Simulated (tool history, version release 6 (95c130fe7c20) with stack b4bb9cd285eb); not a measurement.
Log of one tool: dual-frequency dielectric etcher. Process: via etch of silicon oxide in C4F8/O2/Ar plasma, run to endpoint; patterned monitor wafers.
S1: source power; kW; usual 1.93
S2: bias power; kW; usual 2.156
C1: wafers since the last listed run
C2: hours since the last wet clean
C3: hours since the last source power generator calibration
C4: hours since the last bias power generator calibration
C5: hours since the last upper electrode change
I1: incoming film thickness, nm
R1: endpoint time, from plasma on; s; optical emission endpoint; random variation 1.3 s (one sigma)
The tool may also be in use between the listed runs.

| run | hour | S1 | S2 | C1 | C2 | C3 | C4 | C5 | I1 | R1 |
|---|---|---|---|---|---|---|---|---|---|---|
| 1 | 0 | 1.93 | 2.156 | 0 | 545 | 2799.4 | 3890.3 | 1894.8 | 2123.6 | 425 |
| 2 | 24.4 | 1.93 | 2.156 | 142 | 569.4 | 2823.8 | 3914.7 | 1919.2 | 2126.6 | 429.4 |
| 3 | 52.6 | 1.93 | 2.156 | 164 | 597.6 | 2852 | 3942.9 | 1947.4 | 2104.5 | 423.5 |
| 4 | 85.7 | 1.74 | 2.156 | 192 | 630.7 | 2885.1 | 3976 | 1980.5 | 2115.9 | 443.6 |
|  | 148.9 | wet clean of the chamber |
| 5 | 187.4 | 1.74 | 2.156 | 452 | 38.5 | 2986.8 | 4077.7 | 2082.2 | 2145.1 | 437.4 |
| 6 | 212.3 | 1.93 | 2.156 | 145 | 63.4 | 3011.7 | 4102.6 | 2107.1 | 2122.3 | 412.2 |
|  | 312.7 | upper electrode replaced |
| 7 | 313.2 | 2.25 | 2.156 | 447 | 164.3 | 3112.6 | 4203.5 | 0.5 | 2144.5 | 393.9 |
| 8 | 322.4 | 1.93 | 2.156 | 53 | 173.5 | 3121.8 | 4212.7 | 9.7 | 2120 | 414.8 |
| 9 | 337.4 | 1.93 | 2.156 | 87 | 188.5 | 3136.8 | 4227.7 | 24.7 | 2118.2 | 415.2 |
| 10 | 355.9 | 1.93 | 2.539 | 107 | 207 | 3155.3 | 4246.2 | 43.2 | 2108.6 | 392.9 |
|  | 374.4 | bias power generator calibrated |
| 11 | 390.3 | 1.93 | 2.276 | 177 | 241.4 | 3189.7 | 15.9 | 77.6 | 2142.3 | 413.1 |
| 12 | 426.2 | 1.93 | 2.276 | 209 | 277.3 | 3225.6 | 51.8 | 113.5 | 2109.7 | 405.7 |
| 13 | 457.4 | 1.93 | 2.156 | 181 | 308.5 | 3256.8 | 83 | 144.7 | 2134.6 | 420.8 |
| 14 | 475.1 | 1.93 | 2.156 | 103 | 326.2 | 3274.5 | 100.7 | 162.4 | 2122.3 | 418.6 |
| 15 | 501.6 | 1.93 | 2.156 | 154 | 352.7 | 3301 | 127.2 | 188.9 | 2133 | 421.4 |
| 16 | 520.2 | 1.93 | 2.414 | 108 | 371.3 | 3319.6 | 145.8 | 207.5 | 2123.6 | 404.6 |
| 17 | 540.7 | 2.11 | 2.156 | 119 | 391.8 | 3340.1 | 166.3 | 228 | 2122.2 | 406.9 |
| 18 | 567.9 | 1.75 | 2.575 | 158 | 419 | 3367.3 | 193.5 | 255.2 | 2149.1 | 417.4 |
| 19 | 598.3 | 2.32 | 1.736 | 177 | 449.4 | 3397.7 | 223.9 | 285.6 | 2138.7 | 424.2 |
| 20 | 627 | 1.54 | 2.156 | 167 | 478.1 | 3426.4 | 252.6 | 314.3 | 2106.1 | 459.2 |
|  | 645.2 | source power generator calibrated |
| 21 | 658.5 | 1.79 | 1.755 | 160 | 509.6 | 13.3 | 284.1 | 345.8 | 2122.3 | 465.6 |
| 22 | 678.3 | 1.93 | 2.156 | 115 | 529.4 | 33.1 | 303.9 | 365.6 | 2139.5 | 428.2 |
| 23 | 698.2 | 1.93 | 2.156 | 115 | 549.3 | 53 | 323.8 | 385.5 | 2140.9 | 425.2 |
| 24 | 723.8 | 1.5 | 2.156 | 149 | 574.9 | 78.6 | 349.4 | 411.1 | 2142 | 471.3 |
| 25 | 740.2 | 1.93 | 2.156 | 95 | 591.3 | 95 | 365.8 | 427.5 | 2112.5 | 422.9 |
|  | 765.3 | wet clean of the chamber |
| 26 | 774.7 | 1.93 | 2.019 | 61 | 9.4 | 129.5 | 400.3 | 462 | 2139.3 | 427 |
| 27 | 806.9 | 1.93 | 2.586 | 187 | 41.6 | 161.7 | 432.5 | 494.2 | 2118.9 | 392.2 |
| 28 | 836.4 | 1.93 | 1.757 | 171 | 71.1 | 191.2 | 462 | 523.7 | 2121.4 | 442.9 |
| 29 | 857.8 | 1.63 | 2.156 | 124 | 92.5 | 212.6 | 483.4 | 545.1 | 2130.3 | 448.5 |
| 30 | 881.9 | 2.1 | 2.441 | 140 | 116.6 | 236.7 | 507.5 | 569.2 | 2126.1 | 391.5 |
| 31 | 908.8 | 2.18 | 2.434 | 156 | 143.5 | 263.6 | 534.4 | 596.1 | 2113.5 | 379.8 |
| 32 | 934.6 | 1.56 | 2.479 | 150 | 169.3 | 289.4 | 560.2 | 621.9 | 2153.7 | 440.6 |
| 33 | 965.7 | 2.08 | 1.871 | 181 | 200.4 | 320.5 | 591.3 | 653 | 2158.6 | 433.4 |

Hidden state or all else? Some run-to-run changes of R1, split into what the settings, what came in and random variation would give without the hidden state, and what is left for the hidden state (with any gauge scatter that isn't in both results):
The hidden state here: etch rate over this chamber's usual, %; source power that arrives over what is set, %; bias power that arrives over what is set, %.
Run 4 -> 5: wet clean of the chamber. R1 -6.2 s: hidden state -14.7, all else +8.5.
Run 6 -> 7: S1 1.93 -> 2.25, upper electrode replaced. R1 -18.3 s: hidden state +1.8, all else -20.1.
Run 25 -> 26: S2 2.156 -> 2.019, wet clean of the chamber. R1 +4.1 s: hidden state -8, all else +12.1.
Run 27 -> 28: S2 2.586 -> 1.757. R1 +50.7 s: hidden state +1, all else +49.7.
Run 29 -> 30: S1 1.63 -> 2.1, S2 2.156 -> 2.441. R1 -57 s: hidden state -0.1, all else -56.9.
Run 31 -> 32: S1 2.18 -> 1.56, S2 2.434 -> 2.479. R1 +60.8 s: hidden state +1.2, all else +59.6.
